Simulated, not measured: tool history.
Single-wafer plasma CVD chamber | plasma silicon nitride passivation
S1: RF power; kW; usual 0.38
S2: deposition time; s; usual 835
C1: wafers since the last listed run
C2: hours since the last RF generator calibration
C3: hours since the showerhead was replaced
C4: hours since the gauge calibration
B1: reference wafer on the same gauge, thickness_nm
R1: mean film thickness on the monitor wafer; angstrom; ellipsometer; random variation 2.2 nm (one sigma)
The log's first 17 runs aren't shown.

run	hour	S1	S2	C1	C2	C3	C4	B1	R1
18	253.9	0.38	724	20	78.8	5766.8	49.6	1320.021	9713.16
19	265.7	0.425	973	19	90.6	5778.6	61.4	1320.197	13700.37
20	272.9	0.345	775	11	97.8	5785.8	68.6	1320.923	9998.97
# hour 281.5: RF generator calibrated, repeated, since the last time left the tool worse
21	282	0.38	945	1	0.5	5794.9	77.7	1320.48	13328.55
22	296.4	0.38	835	23	14.9	5809.3	92.1	1318.898	11744.42
# hour 306.3: showerhead replaced
23	307.1	0.4	753	4	25.6	0.8	102.8	1319.426	10854.49
24	317.8	0.43	835	17	36.3	11.5	113.5	1320.784	12398.64
25	324.4	0.455	886	10	42.9	18.1	120.1	1319.403	13489.37
26	341.1	0.345	997	27	59.6	34.8	136.8	1320.312	13477.54
27	351.6	0.445	911	17	70.1	45.3	147.3	1321.041	13745.04
28	364.5	0.38	992	21	83	58.2	160.2	1320.554	13963.79
29	376.2	0.45	680	19	94.7	69.9	171.9	1320.483	10305.29
30	384.8	0.345	775	14	103.3	78.5	180.5	1319.816	10488.61
31	399.7	0.425	719	24	118.2	93.4	195.4	1319.66	10658.52
32	407.8	0.38	934	13	126.3	101.5	203.5	1320.856	13143.26
33	420	0.38	684	20	138.5	113.7	215.7	1319.493	9642.9
34	430.9	0.315	937	18	149.4	124.6	226.6	1319.31	12133.38
35	445.7	0.38	835	24	164.2	139.4	241.4	1319.618	11745.02
36	463	0.38	835	28	181.5	156.7	258.7	1319.692	11757.14
37	475.6	0.335	679	20	194.1	169.3	271.3	1320.84	9071.44

4 ways to go on from here, each from the tool as it stands after run 37. What would each give?
A	476.2	0.38	835	0	194.7	169.9	271.9	?	?
B	476.2	0.35	748	0	194.7	169.9	271.9	?	?
C	476.2	0.38	679	0	194.7	169.9	271.9	?	?
D	476.2	0.38	943	0	194.7	169.9	271.9	?	?

run	B1	R1
A	1320.457	11771.55
B	1320.457	10165.05
C	1320.457	9572.31
D	1320.457	13294.1
Without the tool's hidden state the same runs would have given:
run	R1
A	11800.18
B	10189.77
C	9595.6
D	13326.44
